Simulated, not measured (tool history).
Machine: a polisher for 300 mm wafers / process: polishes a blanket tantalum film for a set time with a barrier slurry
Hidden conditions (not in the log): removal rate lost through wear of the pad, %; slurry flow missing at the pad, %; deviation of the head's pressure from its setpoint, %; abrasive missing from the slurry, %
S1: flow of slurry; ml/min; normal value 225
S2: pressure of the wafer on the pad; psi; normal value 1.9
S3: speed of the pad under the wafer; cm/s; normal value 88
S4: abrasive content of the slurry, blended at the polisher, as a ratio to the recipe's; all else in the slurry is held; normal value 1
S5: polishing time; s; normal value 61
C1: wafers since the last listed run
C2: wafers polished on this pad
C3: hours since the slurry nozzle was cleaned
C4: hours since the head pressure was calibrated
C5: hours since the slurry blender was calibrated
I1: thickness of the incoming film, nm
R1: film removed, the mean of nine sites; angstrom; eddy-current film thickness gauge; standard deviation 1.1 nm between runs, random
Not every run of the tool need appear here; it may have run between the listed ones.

run 1 hour=0 | S1=225 S2=1.9 S3=88 S4=1 S5=61 | C1=0 C2=1820 C3=236.3 C4=254.1 C5=152.3 | I1=403.4 | R1=1018
run 2 hour=16.8 | S1=225 S2=1.9 S3=88 S4=1.1 S5=55 | C1=159 C2=1979 C3=253.1 C4=270.9 C5=169.1 | I1=406.5 | R1=922
-- hour=25.3 worn pad replaced by a new one
run 3 hour=45.4 | S1=225 S2=1.9 S3=88 S4=1.1 S5=55 | C1=233 C2=190 C3=281.7 C4=299.5 C5=197.7 | I1=397.5 | R1=973
run 4 hour=57.8 | S1=225 S2=1.9 S3=88 S4=1 S5=61 | C1=117 C2=308 C3=294.1 C4=311.9 C5=210.1 | I1=400.6 | R1=1049
-- hour=74 slurry blender recalibrated
run 5 hour=74.5 | S1=225 S2=1.9 S3=88 S4=1 S5=61 | C1=139 C2=448 C3=310.8 C4=328.6 C5=0.5 | I1=405.3 | R1=1029
run 6 hour=158.9 | S1=225 S2=1.9 S3=88 S4=1 S5=61 | C1=801 C2=1249 C3=395.2 C4=413 C5=84.9 | I1=401.1 | R1=1013
run 7 hour=188.5 | S1=225 S2=1.9 S3=88 S4=1 S5=61 | C1=281 C2=1531 C3=424.8 C4=442.6 C5=114.5 | I1=399.9 | R1=1010
run 8 hour=209.1 | S1=225 S2=1.9 S3=88 S4=1 S5=61 | C1=195 C2=1726 C3=445.4 C4=463.2 C5=135.1 | I1=403.4 | R1=1005
-- hour=223.9 worn pad replaced by a new one
run 9 hour=239.9 | S1=225 S2=1.9 S3=88 S4=1 S5=61 | C1=254 C2=152 C3=476.2 C4=494 C5=165.9 | I1=398.9 | R1=1049
run 10 hour=286.2 | S1=225 S2=1.9 S3=110 S4=1 S5=61 | C1=439 C2=592 C3=522.5 C4=540.3 C5=212.2 | I1=400 | R1=1299
-- hour=311.2 slurry nozzle cleaned
run 11 hour=315.6 | S1=225 S2=1.9 S3=110 S4=1 S5=61 | C1=269 C2=861 C3=4.4 C4=569.7 C5=241.6 | I1=401.3 | R1=1302
-- hour=332.3 slurry blender recalibrated
run 12 hour=339.2 | S1=225 S2=1.9 S3=110 S4=1 S5=61 | C1=205 C2=1066 C3=28 C4=593.3 C5=6.9 | I1=398 | R1=1279
-- hour=352.4 head pressure recalibrated
run 13 hour=373.9 | S1=245 S2=1.4 S3=64 S4=1 S5=61 | C1=310 C2=1377 C3=62.7 C4=21.5 C5=41.6 | I1=399.9 | R1=613
run 14 hour=396.5 | S1=160 S2=1.9 S3=88 S4=1 S5=49 | C1=214 C2=1592 C3=85.3 C4=44.1 C5=64.2 | I1=399 | R1=794
run 15 hour=431.1 | S1=155 S2=1.9 S3=66 S4=1 S5=71 | C1=328 C2=1920 C3=119.9 C4=78.7 C5=98.8 | I1=398.4 | R1=828
run 16 hour=444.6 | S1=225 S2=1.9 S3=88 S4=1.25 S5=61 | C1=128 C2=2048 C3=133.4 C4=92.2 C5=112.3 | I1=397.3 | R1=1081
-- hour=484.5 worn pad replaced by a new one
run 17 hour=550.1 | S1=225 S2=1.9 S3=112 S4=0.75 S5=61 | C1=963 C2=623 C3=238.9 C4=197.7 C5=217.8 | I1=396.8 | R1=1182
run 18 hour=575.9 | S1=225 S2=1.9 S3=88 S4=1 S5=61 | C1=245 C2=868 C3=264.7 C4=223.5 C5=243.6 | I1=399.1 | R1=999
-- hour=581.9 slurry blender recalibrated
run 19 hour=611.1 | S1=285 S2=2.1 S3=88 S4=0.9 S5=44 | C1=315 C2=1183 C3=299.9 C4=258.7 C5=29.2 | I1=406.5 | R1=769
run 20 hour=626.7 | S1=155 S2=1.3 S3=88 S4=1 S5=61 | C1=148 C2=1331 C3=315.5 C4=274.3 C5=44.8 | I1=401.8 | R1=755
run 21 hour=654.9 | S1=225 S2=1.9 S3=88 S4=1 S5=61 | C1=267 C2=1599 C3=343.7 C4=302.5 C5=73 | I1=398.4 | R1=992
run 22 hour=673.1 | S1=225 S2=1.9 S3=98 S4=1 S5=61 | C1=172 C2=1772 C3=361.9 C4=320.7 C5=91.2 | I1=405.5 | R1=1113
-- hour=686.2 worn pad replaced by a new one
run 23 hour=702.5 | S1=225 S2=1.9 S3=114 S4=0.9 S5=61 | C1=241 C2=155 C3=391.3 C4=350.1 C5=120.6 | I1=400.3 | R1=1296
-- hour=779.8 slurry blender recalibrated
run 24 hour=796.4 | S1=225 S2=1.9 S3=88 S4=1 S5=61 | C1=872 C2=1028 C3=485.2 C4=444 C5=16.6 | I1=394.3 | R1=1040
run 25 hour=819.2 | S1=225 S2=1.9 S3=116 S4=1.3 S5=61 | C1=216 C2=1244 C3=508 C4=466.8 C5=39.4 | I1=397.1 | R1=1459
-- hour=822.8 slurry nozzle cleaned
run 26 hour=834.4 | S1=225 S2=1.9 S3=88 S4=1 S5=61 | C1=134 C2=1379 C3=11.6 C4=482 C5=54.6 | I1=392.1 | R1=1022
run 27 hour=846.7 | S1=160 S2=1.9 S3=110 S4=1 S5=61 | C1=116 C2=1496 C3=23.9 C4=494.3 C5=66.9 | I1=400.6 | R1=1211
-- hour=853.4 head pressure recalibrated
run 28 hour=869.8 | S1=225 S2=2.3 S3=102 S4=1 S5=61 | C1=200 C2=1696 C3=47 C4=16.4 C5=90 | I1=399.5 | R1=1333
run 29 hour=899.9 | S1=225 S2=2.1 S3=88 S4=1 S5=61 | C1=285 C2=1982 C3=77.1 C4=46.5 C5=120.1 | I1=401.1 | R1=1097
run 30 hour=913.6 | S1=155 S2=1.9 S3=102 S4=1 S5=61 | C1=130 C2=2112 C3=90.8 C4=60.2 C5=133.8 | I1=393.3 | R1=1135
-- hour=922.8 worn pad replaced by a new one
run 31 hour=997.4 | S1=225 S2=2.1 S3=88 S4=0.75 S5=61 | C1=757 C2=708 C3=174.6 C4=144 C5=217.6 | I1=399.1 | R1=978

Each row is a separate what-if for the run after 31, all from the same tool condition, not one after another. Results?
run A hour=997.8 | S1=225 S2=1.9 S3=88 S4=0.8 S5=61 | C1=3 C2=712 C3=175 C4=144.4 C5=218 | I1=401.5 | R1=?
run B hour=997.8 | S1=170 S2=2.3 S3=60 S4=0.85 S5=61 | C1=3 C2=712 C3=175 C4=144.4 C5=218 | I1=401.5 | R1=?
run C hour=997.8 | S1=225 S2=2.5 S3=88 S4=0.85 S5=61 | C1=3 C2=712 C3=175 C4=144.4 C5=218 | I1=401.5 | R1=?

run=A R1=948
run=B R1=739
run=C R1=1188
What these runs would have given with no unlogged condition in the tool:
run=A R1=962
run=B R1=750
run=C R1=1207

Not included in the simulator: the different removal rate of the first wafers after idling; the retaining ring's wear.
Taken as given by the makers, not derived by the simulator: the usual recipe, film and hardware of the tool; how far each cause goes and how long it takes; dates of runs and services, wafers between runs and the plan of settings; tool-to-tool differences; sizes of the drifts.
